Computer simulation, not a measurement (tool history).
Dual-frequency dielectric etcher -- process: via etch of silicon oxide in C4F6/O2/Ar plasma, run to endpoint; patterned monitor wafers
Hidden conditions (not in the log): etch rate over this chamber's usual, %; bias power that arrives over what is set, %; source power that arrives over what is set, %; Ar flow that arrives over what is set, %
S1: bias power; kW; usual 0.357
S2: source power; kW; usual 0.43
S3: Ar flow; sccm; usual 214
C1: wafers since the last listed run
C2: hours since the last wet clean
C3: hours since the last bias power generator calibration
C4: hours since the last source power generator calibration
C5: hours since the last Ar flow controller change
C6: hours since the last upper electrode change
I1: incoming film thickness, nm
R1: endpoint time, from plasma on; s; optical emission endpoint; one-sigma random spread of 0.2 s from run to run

run   hour     S1    S2   S3   C1     C2      C3      C4      C5      C6     I1    R1
  1      0  0.302  0.43  214    0    193  2982.8  3804.2  4673.2  2340.9  176.4  44.7
  2   13.9  0.357  0.43  214  134  206.9  2996.7  3818.1  4687.1  2354.8  175.9  40.8
  3   24.4  0.357  0.43  214  101  217.4  3007.2  3828.6  4697.6  2365.3  174.4  40.4
  4   42.2  0.357  0.43  253  172  235.2    3025  3846.4  4715.4  2383.1  174.3  40.8
  5   59.4  0.357  0.43  253  166  252.4  3042.2  3863.6  4732.6  2400.3  175.7  40.8
  6   68.7  0.357  0.43  214   89  261.7  3051.5  3872.9  4741.9  2409.6  174.5  40.3
  7   84.2  0.357  0.43  214  149  277.2    3067  3888.4  4757.4  2425.1  175.9  40.9
      96.9  -- bias power generator calibrated
  8   97.4  0.383  0.43  186   88  290.4     0.5  3901.6  4770.6  2438.3  174.5  38.1
  9  110.3  0.383  0.43  186  124  303.3    13.4  3914.5  4783.5  2451.2  174.9  38.5
 10  117.2  0.357  0.43  214   66  310.2    20.3  3921.4  4790.4  2458.1  174.7  40.1
 11  125.2  0.413   0.4  214   77  318.2    28.3  3929.4  4798.4  2466.1  174.5  37.6
     152.5  -- upper electrode replaced
     172.2  -- wet clean of the chamber
       177  -- Ar flow controller replaced
 12  177.5  0.357  0.43  238   36    5.3    80.6  3981.7     0.5      25  172.8  38.9
 13  177.8  0.438  0.39  239    2    5.6    80.9    3982     0.8    25.3  173.5  35.7
 14  178.2  0.401   0.5  169    3      6    81.3  3982.4     1.2    25.7  172.7  34.5
 15  178.5  0.357  0.43  214    2    6.3    81.6  3982.7     1.5      26  174.2  38.6
       184  -- source power generator calibrated
 16  195.5   0.44  0.37  251  125   23.3    98.6    11.5    18.5      43  174.8  36.4
     229.9  -- wet clean of the chamber, repeated, since the last time left the tool worse
 17  230.4  0.357  0.52  214  105    0.5   133.5    46.4    53.4    77.9  175.1  39.7
 18  242.9  0.357  0.43  214  120     13     146    58.9    65.9    90.4  172.5  40.3
 19  249.6  0.291  0.53  244   64   19.7   152.7    65.6    72.6    97.1  175.6  44.7
 20  267.2  0.271  0.43  214  170   37.3   170.3    83.2    90.2   114.7  175.1  47.7
 21  277.4  0.357  0.43  170   98   47.5   180.5    93.4   100.4   124.9  172.3  39.6

Forecast each of these 4 alternatives for the next run:
  A  277.8  0.357  0.43  214   3  47.9  180.9  93.8  100.8  125.3  173.1   ?
  B  277.8  0.309  0.43  245   3  47.9  180.9  93.8  100.8  125.3  173.1   ?
  C  277.8  0.357  0.53  195   3  47.9  180.9  93.8  100.8  125.3  173.1   ?
  D  277.8  0.327  0.47  243   3  47.9  180.9  93.8  100.8  125.3  173.1   ?

run    R1
  A  40.2
  B    44
  C  38.2
  D  41.9
Without the tool's unlogged condition, the same runs would have read:
run    R1
  A  40.7
  B  44.6
  C  38.8
  D  42.5

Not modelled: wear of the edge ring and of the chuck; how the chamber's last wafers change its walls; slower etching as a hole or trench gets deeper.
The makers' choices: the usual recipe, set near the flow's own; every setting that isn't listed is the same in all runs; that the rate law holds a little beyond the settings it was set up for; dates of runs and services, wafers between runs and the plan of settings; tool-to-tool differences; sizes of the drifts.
